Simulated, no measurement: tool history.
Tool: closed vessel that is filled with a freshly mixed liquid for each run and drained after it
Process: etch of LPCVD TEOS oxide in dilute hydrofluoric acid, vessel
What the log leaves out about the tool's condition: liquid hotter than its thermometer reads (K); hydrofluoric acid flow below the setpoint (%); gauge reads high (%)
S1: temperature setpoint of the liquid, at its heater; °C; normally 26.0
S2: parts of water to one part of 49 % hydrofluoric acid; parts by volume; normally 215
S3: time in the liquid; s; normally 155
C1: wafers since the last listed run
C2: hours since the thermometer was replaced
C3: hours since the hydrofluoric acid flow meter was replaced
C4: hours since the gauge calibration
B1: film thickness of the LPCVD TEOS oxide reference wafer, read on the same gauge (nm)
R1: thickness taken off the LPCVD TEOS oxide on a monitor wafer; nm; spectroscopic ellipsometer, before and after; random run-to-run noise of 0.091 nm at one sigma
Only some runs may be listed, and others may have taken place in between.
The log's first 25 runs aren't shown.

run 26 hour=340.9 | S1=26.0 S2=215 S3=155 | C1=970 C2=126.1 C3=70.6 C4=265.0 | B1=99.98 | R1=16.66
run 27 hour=347.7 | S1=26.0 S2=215 S3=200 | C1=589 C2=132.9 C3=77.4 C4=271.8 | B1=100.00 | R1=21.41
run 28 hour=360.2 | S1=26.0 S2=215 S3=100 | C1=1083 C2=145.4 C3=89.9 C4=284.3 | B1=99.98 | R1=10.62
run 29 hour=373.5 | S1=21.5 S2=155 S3=130 | C1=1152 C2=158.7 C3=103.2 C4=297.6 | B1=100.03 | R1=17.47
run 30 hour=388.4 | S1=28.0 S2=155 S3=90 | C1=1290 C2=173.6 C3=118.1 C4=312.5 | B1=100.02 | R1=15.31
run 31 hour=412.1 | S1=23.5 S2=215 S3=155 | C1=2053 C2=197.3 C3=141.8 C4=336.2 | B1=100.00 | R1=15.11
run 32 hour=421.5 | S1=26.0 S2=215 S3=155 | C1=814 C2=206.7 C3=151.2 C4=345.6 | B1=100.01 | R1=16.58
run 33 hour=427.7 | S1=26.0 S2=215 S3=155 | C1=537 C2=212.9 C3=157.4 C4=351.8 | B1=100.00 | R1=16.58

Predict each of these 4 candidate next runs independently; none follows another, all start after run 33:
run A hour=428.4 | S1=26.0 S2=215 S3=230 | C1=60 C2=213.6 C3=158.1 C4=352.5 | B1=? | R1=?
run B hour=428.4 | S1=24.5 S2=215 S3=200 | C1=60 C2=213.6 C3=158.1 C4=352.5 | B1=? | R1=?
run C hour=428.4 | S1=21.5 S2=160 S3=155 | C1=60 C2=213.6 C3=158.1 C4=352.5 | B1=? | R1=?
run D hour=428.4 | S1=28.5 S2=215 S3=75 | C1=60 C2=213.6 C3=158.1 C4=352.5 | B1=? | R1=?

run=A B1=99.98 R1=24.51
run=B B1=99.98 R1=20.19
run=C B1=99.98 R1=19.95
run=D B1=99.98 R1=8.72
Without the tool's hidden state the same runs would have given:
run=A R1=24.58
run=B R1=20.24
run=C R1=19.97
run=D R1=8.75

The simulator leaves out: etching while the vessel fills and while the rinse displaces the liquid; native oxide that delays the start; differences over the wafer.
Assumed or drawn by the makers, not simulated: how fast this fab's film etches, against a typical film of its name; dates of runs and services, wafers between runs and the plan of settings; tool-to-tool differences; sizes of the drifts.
